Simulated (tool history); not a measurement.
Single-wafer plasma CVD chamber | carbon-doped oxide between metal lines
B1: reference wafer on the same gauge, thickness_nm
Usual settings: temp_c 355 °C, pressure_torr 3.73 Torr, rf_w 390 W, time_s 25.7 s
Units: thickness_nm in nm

Run 1, hour 0: usual settings; B1 81.216. Result: thickness_nm 94.797 nm.
Run 2, hour 27.6: usual settings; B1 81.238. Result: thickness_nm 95.197 nm.
Run 3, hour 63.4: usual settings but time_s 23.8 s; B1 81.247. Result: thickness_nm 88.1 nm.
Run 4, hour 133.8: usual settings; B1 81.211. Result: thickness_nm 95.073 nm.
Run 5, hour 202.6: usual settings; B1 81.194. Result: thickness_nm 94.952 nm.
Run 6, hour 270.4: usual settings but rf_w 330 W; B1 81.239. Result: thickness_nm 84.728 nm.
Run 7, hour 338.7: usual settings but rf_w 330 W; B1 81.165. Result: thickness_nm 84.746 nm.
Run 8, hour 399.9: usual settings but temp_c 360 °C, pressure_torr 3.1 Torr, rf_w 440 W; B1 81.184. Result: thickness_nm 102.562 nm.
Run 9, hour 466.8: usual settings but temp_c 344 °C, pressure_torr 3.28 Torr, rf_w 425 W, time_s 21.4 s; B1 81.16. Result: thickness_nm 87.259 nm.
Run 10, hour 520.2: usual settings but temp_c 347 °C; B1 81.173. Result: thickness_nm 99.162 nm.
Run 11, hour 549.5: usual settings; B1 81.175. Result: thickness_nm 97.3 nm.
Run 12, hour 609.6: usual settings; B1 81.199. Result: thickness_nm 96.811 nm.
Run 13, hour 662.5: usual settings but temp_c 346 °C, pressure_torr 4.37 Torr, rf_w 320 W, time_s 27 s; B1 81.191. Result: thickness_nm 93.314 nm.
Run 14, hour 693.8: usual settings; B1 81.192. Result: thickness_nm 96.744 nm.
Run 15, hour 727.2: usual settings but pressure_torr 3.97 Torr; B1 81.215. Result: thickness_nm 97.366 nm.

Taken out of this log: 5 entries between the listed runs. Where each belongs, and how the hidden state differs across it:
Between runs 7 and 8: RF generator calibrated (hour 359.5)
  delivered RF power above the setpoint (%): -4.87 -> -0.552
  measured less the result without the state, thickness_nm: -2.938 -> -0.375 nm
Between runs 8 and 9: capacitance manometer re-zeroed and calibrated (hour 419.7); thermocouple changed; heater temperature recalibrated (hour 423.3)
  delivered RF power above the setpoint (%): -0.552 -> -1.02
  measured less the result without the state, thickness_nm: -0.375 -> -0.589 nm
Between runs 9 and 10: gauge calibrated (hour 517.6)
  delivered RF power above the setpoint (%): -1.02 -> -1.35
  measured less the result without the state, thickness_nm: -0.589 -> -0.888 nm
Between runs 10 and 11: showerhead replaced (hour 544.2)
  delivered RF power above the setpoint (%): -1.35 -> -1.51
  measured less the result without the state, thickness_nm: -0.888 -> -0.981 nm

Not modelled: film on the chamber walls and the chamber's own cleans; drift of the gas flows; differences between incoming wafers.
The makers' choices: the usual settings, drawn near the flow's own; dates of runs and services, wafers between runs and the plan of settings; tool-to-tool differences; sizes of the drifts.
